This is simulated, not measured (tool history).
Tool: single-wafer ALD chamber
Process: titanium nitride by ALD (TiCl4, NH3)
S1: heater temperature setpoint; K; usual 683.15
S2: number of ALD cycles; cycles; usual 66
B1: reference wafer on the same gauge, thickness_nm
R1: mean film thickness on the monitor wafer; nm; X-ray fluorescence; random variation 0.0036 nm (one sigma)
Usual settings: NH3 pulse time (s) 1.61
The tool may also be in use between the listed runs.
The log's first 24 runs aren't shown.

run 25 day=95.396 | S1=697.15 S2=66 NH3_pulse_time_(s)=2.17 | B1=1.49 | R1=1.445
run 26 day=97.138 | S1=690.15 S2=66 NH3_pulse_time_(s)=1 | B1=1.489 | R1=1.368
run 27 day=100.058 | S1=689.15 S2=78 NH3_pulse_time_(s)=1.38 | B1=1.49 | R1=1.669
run 28 day=104.229 | S1=683.15 S2=66 NH3_pulse_time_(s)=1.61 | B1=1.489 | R1=1.426
run 29 day=106.283 | S1=683.15 S2=59 NH3_pulse_time_(s)=2.17 | B1=1.49 | R1=1.295
-- day=107.875 showerhead replaced
run 30 day=110.279 | S1=683.15 S2=58 NH3_pulse_time_(s)=2.08 | B1=1.489 | R1=1.264
run 31 day=114.438 | S1=679.15 S2=71 NH3_pulse_time_(s)=2.13 | B1=1.49 | R1=1.547
run 32 day=116.104 | S1=683.15 S2=61 NH3_pulse_time_(s)=1.96 | B1=1.489 | R1=1.322
run 33 day=118.292 | S1=692.15 S2=60 NH3_pulse_time_(s)=1.61 | B1=1.491 | R1=1.297
run 34 day=119.867 | S1=683.15 S2=66 NH3_pulse_time_(s)=1.61 | B1=1.491 | R1=1.416
run 35 day=121.504 | S1=693.15 S2=66 NH3_pulse_time_(s)=1.95 | B1=1.489 | R1=1.444
run 36 day=128.762 | S1=683.15 S2=66 NH3_pulse_time_(s)=1.61 | B1=1.491 | R1=1.425
run 37 day=130.55 | S1=669.15 S2=74 NH3_pulse_time_(s)=2.15 | B1=1.49 | R1=1.61
run 38 day=133.375 | S1=697.15 S2=66 NH3_pulse_time_(s)=1.61 | B1=1.492 | R1=1.43
run 39 day=136.171 | S1=694.15 S2=70 NH3_pulse_time_(s)=1.45 | B1=1.49 | R1=1.513
run 40 day=139.338 | S1=683.15 S2=58 NH3_pulse_time_(s)=2.08 | B1=1.49 | R1=1.266
run 41 day=142.571 | S1=697.15 S2=61 NH3_pulse_time_(s)=1.18 | B1=1.49 | R1=1.305

Forecast each of these 3 alternatives for the next run:
run A day=142.592 | S1=683.15 S2=66 NH3_pulse_time_(s)=1.61 | B1=? | R1=?
run B day=142.592 | S1=677.15 S2=66 NH3_pulse_time_(s)=2.25 | B1=? | R1=?
run C day=142.592 | S1=674.15 S2=66 NH3_pulse_time_(s)=2.05 | B1=? | R1=?

run=A B1=1.491 R1=1.425
run=B B1=1.491 R1=1.446
run=C B1=1.491 R1=1.438
Without the tool's hidden state the same runs would have given:
run=A R1=1.425
run=B R1=1.446
run=C R1=1.438
